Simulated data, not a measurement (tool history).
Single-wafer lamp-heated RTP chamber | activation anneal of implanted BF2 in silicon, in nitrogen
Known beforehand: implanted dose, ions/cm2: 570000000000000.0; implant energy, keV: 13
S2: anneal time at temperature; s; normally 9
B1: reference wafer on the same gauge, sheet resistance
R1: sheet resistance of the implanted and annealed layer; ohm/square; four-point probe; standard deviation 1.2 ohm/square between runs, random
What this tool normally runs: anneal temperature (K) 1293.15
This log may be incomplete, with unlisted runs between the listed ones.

Run 1, hour 0: usual settings but anneal temperature (K) 1282.15; B1 301.09. Result: R1 295.16 ohm/square.
At hour 13.9: reflector plate cleaned.
Run 2, hour 14.4: usual settings; B1 301.16. Result: R1 280.48 ohm/square.
Run 3, hour 31.5: usual settings; B1 301.01. Result: R1 281.54 ohm/square.
Run 4, hour 49: usual settings but anneal temperature (K) 1285.15; B1 300.85. Result: R1 289.93 ohm/square.
Run 5, hour 62.4: usual settings but anneal temperature (K) 1285.15; B1 300.91. Result: R1 289.34 ohm/square.
Run 6, hour 72: usual settings but anneal temperature (K) 1285.15; B1 301.09. Result: R1 286.59 ohm/square.
Run 7, hour 84.6: usual settings; B1 301. Result: R1 280.52 ohm/square.
Run 8, hour 99.7: usual settings; B1 301.1. Result: R1 281.66 ohm/square.
Run 9, hour 111.4: usual settings; B1 300.99. Result: R1 280.37 ohm/square.
Run 10, hour 124.4: usual settings; B1 301.03. Result: R1 280.83 ohm/square.
Run 11, hour 131: usual settings; B1 301.03. Result: R1 280.34 ohm/square.
Run 12, hour 147.7: usual settings; B1 301.15. Result: R1 278.61 ohm/square.
Run 13, hour 158.4: usual settings; B1 300.79. Result: R1 279.07 ohm/square.
Run 14, hour 174: usual settings; B1 300.72. Result: R1 279.17 ohm/square.
Run 15, hour 181.9: usual settings; B1 300.96. Result: R1 277.46 ohm/square.
At hour 195: reflector plate cleaned.
Run 16, hour 199.3: usual settings; B1 300.91. Result: R1 273.69 ohm/square.
At hour 205.9: gauge calibrated.
At hour 211.2: pyrometer window cleaned and pyrometer calibrated.
Run 17, hour 211.7: usual settings; B1 300.91. Result: R1 283.5 ohm/square.
Run 18, hour 218.2: usual settings; B1 301.1. Result: R1 288.19 ohm/square.
Run 19, hour 239.3: usual settings; B1 301.03. Result: R1 285.44 ohm/square.
Run 20, hour 248.3: usual settings but S2 5 s; B1 301.25. Result: R1 299.42 ohm/square.
Run 21, hour 267.9: usual settings but S2 4 s; B1 301.07. Result: R1 306.34 ohm/square.
Run 22, hour 280.5: usual settings but anneal temperature (K) 1264.15, S2 8 s; B1 301. Result: R1 324.91 ohm/square.
Run 23, hour 287.3: usual settings but anneal temperature (K) 1279.15, S2 5 s; B1 301.12. Result: R1 316.4 ohm/square.
Run 24, hour 298.4: usual settings but anneal temperature (K) 1309.15; B1 300.94. Result: R1 269.9 ohm/square.
Run 25, hour 313.3: usual settings; B1 301. Result: R1 286.83 ohm/square.
Run 26, hour 323.6: usual settings but anneal temperature (K) 1264.15, S2 14 s; B1 300.97. Result: R1 305.89 ohm/square.
Run 27, hour 351.8: usual settings but anneal temperature (K) 1315.15; B1 300.98. Result: R1 266.09 ohm/square.
Run 28, hour 363.2: usual settings but anneal temperature (K) 1312.15, S2 4 s; B1 301.07. Result: R1 284.85 ohm/square.
Run 29, hour 378.4: usual settings but anneal temperature (K) 1281.15, S2 14 s; B1 300.85. Result: R1 285.58 ohm/square.
Run 30, hour 393.3: usual settings; B1 301.09. Result: R1 284.53 ohm/square.
Run 31, hour 404.4: usual settings; B1 300.93. Result: R1 283.14 ohm/square.
At hour 412.5: reflector plate cleaned.
Run 32, hour 421: usual settings; B1 301.06. Result: R1 283.76 ohm/square.
Run 33, hour 437.4: usual settings but anneal temperature (K) 1280.15, S2 6 s; B1 301. Result: R1 307 ohm/square.
Run 34, hour 448.3: usual settings but anneal temperature (K) 1314.15; B1 300.9. Result: R1 264.14 ohm/square.
Run 35, hour 462.1: usual settings but anneal temperature (K) 1310.15, S2 4 s; B1 300.93. Result: R1 285.96 ohm/square.
Run 36, hour 478.8: usual settings but S2 5 s; B1 300.87. Result: R1 294.12 ohm/square.
Run 37, hour 489.7: usual settings but anneal temperature (K) 1305.15, S2 12 s; B1 300.94. Result: R1 265.31 ohm/square.

Difference, measured minus no-hidden-state, one row per run. Run-to-run variation is common to both terms; the gauge's own scatter need not be:
Hidden state at play: true wafer temperature minus pyrometer reading, K; wafer temperature error from the tarnished reflector plate, K; gauge reads high (%).
run     R1
  1  -2.99
  2  -2.98
  3  -3.47
  4  -4.34
  5  -4.79
  6  -5.09
  7  -5.21
  8  -5.79
  9  -6.22
 10  -6.76
 11  -7.02
 12   -7.7
 13   -8.2
 14  -8.92
 15  -9.25
 16  -9.97
 17  -0.27
 18  -0.28
 19  -0.33
 20  -0.43
 21   -0.6
 22  -1.07
 23  -0.95
 24  -0.69
 25  -0.96
 26  -1.79
 27  -1.37
 28  -1.71
 29  -2.11
 30  -2.43
 31  -2.68
 32  -3.13
 33   -4.8
 34  -3.46
 35  -4.27
 36  -5.63
 37  -4.87

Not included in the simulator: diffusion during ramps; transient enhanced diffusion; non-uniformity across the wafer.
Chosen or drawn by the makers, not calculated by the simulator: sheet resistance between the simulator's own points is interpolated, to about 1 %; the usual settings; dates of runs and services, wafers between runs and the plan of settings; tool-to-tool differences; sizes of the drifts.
